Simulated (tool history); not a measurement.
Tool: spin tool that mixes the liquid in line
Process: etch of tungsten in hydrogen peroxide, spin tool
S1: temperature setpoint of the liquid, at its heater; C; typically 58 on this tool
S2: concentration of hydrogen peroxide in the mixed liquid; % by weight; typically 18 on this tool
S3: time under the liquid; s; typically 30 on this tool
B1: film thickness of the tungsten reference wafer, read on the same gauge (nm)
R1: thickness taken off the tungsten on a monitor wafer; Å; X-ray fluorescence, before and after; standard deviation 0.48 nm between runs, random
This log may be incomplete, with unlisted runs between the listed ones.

run	day	S1	S2	S3	B1	R1
1	0	58	16	40	62.03	840.4
2	4.042	58	18	30	62.1	662.6
3	7.967	58	20	30	62.09	705.7
4	12.062	65.5	18	30	62.15	1033.4
5	15.233	52.5	18	30	62.17	485
6	17	62.5	18	45	62.16	1294
7	20.088	58	18	30	62.22	662.2
8	28.542	66	18	30	62.24	1054.6
9	31.362	52.5	22	45	62.25	791
10	34.167	58	21.5	30	62.27	730.9
11	37.712	58	14.5	20	60.14	389.9
12	39.4	58	18	20	60.27	433.2
13	43.492	65	20.5	20	60.59	698
14	46.942	58	19.5	30	60.71	686.3
15	49.996	58	21	30	60.89	700.1
16	52.542	58	18	30	60.97	657.7
17	55.962	64	19.5	50	61.18	1623.4
18	59.562	58	18	30	61.27	657.7
19	62.629	58	18	30	61.33	663.5
20	67.058	53	15.5	40	61.53	607.8
21	69.575	58	15	20	61.6	403.7
22	72.95	52.5	22	45	61.71	793.1
23	74.904	58	18	30	61.75	669.6
24	78.408	58	20.5	30	61.86	702.1
25	82.896	58	21	30	61.96	722.7
26	85.046	62.5	22	45	61.97	1418.9

Taken out of this log: 8 entries between the listed runs. Where each belongs, and how the hidden state differs across it:
From run 2 to run 3: new drum of peroxide connected (day 4.271)
  gauge reads high (%): 3.45 -> 3.51
  measured result minus the result with no hidden state, R1: +22.1 -> +23.9 Å
From run 7 to run 8: heated supply line repaired (day 24.575)
  gauge reads high (%): 3.66 -> 3.74
  measured result minus the result with no hidden state, R1: +23.3 -> +38 Å
From run 9 to run 10: thermometer replaced (day 32.783)
  gauge reads high (%): 3.76 -> 3.78
  measured result minus the result with no hidden state, R1: +28.6 -> +26.6 Å
From run 10 to run 11: peroxide flow meter replaced (day 35.417); gauge calibrated (day 36.375); new drum of peroxide connected (day 37.692)
  gauge reads high (%): 3.78 -> 0.309
  measured result minus the result with no hidden state, R1: +26.6 -> +1.2 Å
From run 20 to run 21: new drum of peroxide connected (day 69.271)
  gauge reads high (%): 2.55 -> 2.68
  measured result minus the result with no hidden state, R1: +15.1 -> +10.5 Å
From run 24 to run 25: peroxide flow meter replaced (day 78.538)
  gauge reads high (%): 3.08 -> 3.25
  measured result minus the result with no hidden state, R1: +21 -> +22.7 Å

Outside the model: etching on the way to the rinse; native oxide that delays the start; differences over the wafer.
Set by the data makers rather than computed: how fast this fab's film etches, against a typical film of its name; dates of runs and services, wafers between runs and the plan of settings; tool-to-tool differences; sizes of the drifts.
